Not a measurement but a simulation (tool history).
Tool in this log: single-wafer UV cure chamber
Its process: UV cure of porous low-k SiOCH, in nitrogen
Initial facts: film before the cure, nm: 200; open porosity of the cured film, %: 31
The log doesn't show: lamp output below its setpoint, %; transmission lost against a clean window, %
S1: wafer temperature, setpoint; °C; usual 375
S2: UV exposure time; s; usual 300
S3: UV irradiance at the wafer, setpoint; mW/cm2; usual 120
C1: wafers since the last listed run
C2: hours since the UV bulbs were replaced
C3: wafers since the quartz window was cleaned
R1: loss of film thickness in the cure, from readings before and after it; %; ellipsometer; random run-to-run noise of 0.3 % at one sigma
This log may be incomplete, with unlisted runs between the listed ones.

run	hour	S1	S2	S3	C1	C2	C3	R1
1	0.0	375	300	120	0	2018.7	194	18.626
2	35.7	363	300	120	272	2054.4	467	18.334
3	96.7	363	300	120	465	2115.4	932	17.556
4	303.3	363	300	120	1577	2322.0	2510	18.458
# hour 355.1: quartz window cleaned
5	367.5	375	300	120	429	2386.2	94	18.694
6	392.7	375	300	120	192	2411.4	287	18.352
7	604.1	375	300	120	1614	2622.8	1901	18.848
8	645.7	375	300	120	317	2664.4	2219	18.617
# hour 655.3: UV bulbs replaced
9	679.6	375	360	120	197	24.3	2416	19.489
# hour 699.8: quartz window cleaned
10	720.9	375	360	120	254	65.6	160	19.712
11	765.0	369	300	120	336	109.7	497	18.039
12	814.0	375	300	120	374	158.7	871	18.561
13	860.5	375	300	120	355	205.2	1226	18.742
14	885.1	375	300	154	187	229.8	1414	20.392
15	927.9	381	300	84	326	272.6	1741	16.211
16	992.8	360	475	156	495	337.5	2236	22.887
17	1020.5	381	300	120	211	365.2	2448	18.797
18	1091.1	375	300	120	539	435.8	2987	18.725
# hour 1110.3: quartz window cleaned
19	1133.9	366	165	109	265	478.6	179	14.399
20	1191.7	375	300	120	441	536.4	621	18.811
21	1238.1	355	125	137	354	582.8	975	13.793
22	1265.2	383	430	142	206	609.9	1182	22.342
23	1308.8	375	300	120	332	653.5	1515	18.496

Below are 4 alternative next runs, each starting from the tool's condition after run 23. Predict each:
A	1309.3	375	300	120	3	654.0	1519	?
B	1309.3	375	300	108	3	654.0	1519	?
C	1309.3	386	300	120	3	654.0	1519	?
D	1309.3	355	210	133	3	654.0	1519	?

run	R1
A	18.967
B	18.324
C	19.241
D	16.912
The same runs, with their run-to-run variation unchanged, on a tool lacking any hidden condition would have given:
run	R1
A	18.967
B	18.324
C	19.241
D	16.912
